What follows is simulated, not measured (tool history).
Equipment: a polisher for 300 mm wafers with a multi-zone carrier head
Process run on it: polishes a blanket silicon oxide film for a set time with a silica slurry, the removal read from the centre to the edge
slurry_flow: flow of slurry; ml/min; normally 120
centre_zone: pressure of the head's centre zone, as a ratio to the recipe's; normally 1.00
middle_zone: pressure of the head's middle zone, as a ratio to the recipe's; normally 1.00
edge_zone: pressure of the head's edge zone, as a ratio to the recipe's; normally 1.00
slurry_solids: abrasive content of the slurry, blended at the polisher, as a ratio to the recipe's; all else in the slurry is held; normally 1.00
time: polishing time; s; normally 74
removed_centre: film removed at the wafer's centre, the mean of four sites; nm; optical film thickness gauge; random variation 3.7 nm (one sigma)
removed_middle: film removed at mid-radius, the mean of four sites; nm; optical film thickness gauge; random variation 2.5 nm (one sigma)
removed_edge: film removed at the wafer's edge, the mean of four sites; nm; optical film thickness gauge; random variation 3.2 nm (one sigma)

run,hour,slurry_flow,centre_zone,middle_zone,edge_zone,slurry_solids,time,"incoming thickness of the incoming film, nm",removed_centre,removed_middle,removed_edge
1,0.0,120,0.94,1.00,1.00,1.00,74,734.3,236.0,261.6,265.8
2,54.7,120,0.94,1.00,1.00,1.00,74,729.0,234.3,263.7,266.9
# hour 100.0: worn pad replaced by a new one
3,119.2,120,0.94,1.00,1.00,1.00,74,725.0,230.8,261.2,263.8
# hour 156.8: slurry nozzle cleaned
4,204.4,120,1.00,1.00,1.00,1.00,83,730.2,271.7,290.7,298.2
# hour 259.4: centre zone pressure recalibrated
5,298.6,120,1.00,1.00,0.95,0.75,74,741.6,264.7,231.8,233.1
6,369.7,120,1.00,1.00,0.95,0.75,74,737.5,265.2,238.4,235.1
# hour 373.9: worn pad replaced by a new one
# hour 401.4: carrier head's membrane replaced by a new one
# hour 452.2: slurry nozzle cleaned
# hour 452.2: edge zone pressure recalibrated
7,452.9,120,1.00,1.00,1.00,0.90,58,742.1,212.8,197.9,204.8
# hour 468.8: centre zone pressure recalibrated, repeated, since the last time left the tool worse
8,558.2,120,1.00,1.00,1.00,0.90,58,730.0,185.1,198.7,198.9
9,596.4,120,1.00,1.00,1.00,0.90,58,719.1,180.7,201.1,199.8
# hour 655.6: worn pad replaced by a new one
10,704.1,120,1.03,1.00,0.88,0.85,74,719.9,228.9,250.3,238.7
# hour 760.1: slurry nozzle cleaned
11,776.1,120,1.11,1.00,1.07,1.00,74,719.7,258.8,257.8,272.3
# hour 806.4: centre zone pressure recalibrated
12,875.8,120,1.00,0.94,1.00,1.00,74,736.6,249.7,252.2,262.8
# hour 899.9: worn pad replaced by a new one
# hour 938.9: edge zone pressure recalibrated
13,981.0,120,0.94,1.00,1.00,1.00,74,737.3,225.5,260.2,266.6
# hour 1030.0: slurry nozzle cleaned
# hour 1078.0: centre zone pressure recalibrated
14,1087.1,120,1.00,1.00,1.00,0.90,58,727.0,195.4,198.1,197.2

Forecast run 15:
15,1136.3,120,1.11,1.00,1.07,1.00,74,736.1,?,?,?

For run 15 the tool returned removed_centre 273.5 nm, removed_middle 256.0 nm, removed_edge 276.2 nm.
With no hidden state in the tool, this same run would have given removed_centre 283.0 nm, removed_middle 255.9 nm, removed_edge 276.2 nm.
